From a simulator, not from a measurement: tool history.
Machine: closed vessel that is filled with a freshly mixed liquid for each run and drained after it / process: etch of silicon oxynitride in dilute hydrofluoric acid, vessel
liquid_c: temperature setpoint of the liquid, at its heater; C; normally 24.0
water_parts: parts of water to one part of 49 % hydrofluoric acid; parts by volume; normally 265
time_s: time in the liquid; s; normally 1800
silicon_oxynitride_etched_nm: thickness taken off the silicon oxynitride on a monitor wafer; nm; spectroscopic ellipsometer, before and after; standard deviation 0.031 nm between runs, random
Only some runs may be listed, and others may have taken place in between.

run    hour  liquid_c  water_parts  time_s  read-back film thickness of the silicon oxynitride reference wafer, read on the same gauge (nm)  silicon_oxynitride_etched_nm
  1     0.0      24.0          265    1800                                                                                           119.97                          9.48
  2    62.5      24.0          265    1800                                                                                           120.02                          9.40
      183.8  -- gauge calibrated
  3   248.9      24.0          265    1800                                                                                           119.99                          9.40
  4   298.1      24.0          200    1800                                                                                           120.00                         13.00
  5   368.0      24.0          265    2235                                                                                           120.00                         11.57
  6   430.1      24.0          265    2235                                                                                           120.02                         11.66
      458.9  -- hydrofluoric acid flow meter replaced
  7   476.3      24.0          265    2235                                                                                           120.00                         11.71
  8   516.6      24.0          265    1800                                                                                           120.03                          9.50
  9   564.0      24.0          265    1800                                                                                           120.03                          9.48
      596.5  -- thermometer replaced
 10   601.1      24.0          265    1800                                                                                           119.96                          9.40
 11   654.9      24.0          205    1800                                                                                           120.00                         12.65
 12   679.6      21.5          165    1190                                                                                           119.99                          9.60
 13   735.2      26.0          385    1800                                                                                           120.02                          6.46
 14   795.1      22.0          170    2210                                                                                           120.00                         17.60
 15   865.5      24.0          265    1370                                                                                           119.98                          7.08
 16   892.6      24.0          265    1800                                                                                           120.01                          9.31
      945.9  -- hydrofluoric acid flow meter replaced
 17  1004.9      26.0          190    1470                                                                                           120.01                         12.39
     1101.0  -- gauge calibrated
 18  1183.8      27.0          365    2525                                                                                           120.00                         10.11
 19  1230.6      24.0          265    1800                                                                                           119.97                          9.35
 20  1268.8      22.5          300     855                                                                                           120.01                          3.59
 21  1310.1      22.0          265     990                                                                                           120.04                          4.72
 22  1373.4      24.0          265    1800                                                                                           120.00                          9.30
 23  1421.0      24.0          265    2145                                                                                           119.99                         11.12

Hidden state or all else? Some run-to-run changes of silicon_oxynitride_etched_nm, split into what the settings, what came in and random variation would give without the hidden state, and what is left for the hidden state (with any gauge scatter that isn't in both results):
Hidden state at play: liquid hotter than its thermometer reads (K); hydrofluoric acid flow below the setpoint (%); gauge reads high (%).
Run 6 -> 7: hydrofluoric acid flow meter replaced. silicon_oxynitride_etched_nm +0.05 nm: hidden state +0.15, all else -0.10.
Run 13 -> 14: liquid_c 26.0 -> 22.0, water_parts 385 -> 170, time_s 1800 -> 2210. silicon_oxynitride_etched_nm +11.14 nm: hidden state -0.10, all else +11.24.
Run 14 -> 15: liquid_c 22.0 -> 24.0, water_parts 170 -> 265, time_s 2210 -> 1370. silicon_oxynitride_etched_nm -10.52 nm: hidden state +0.08, all else -10.60.
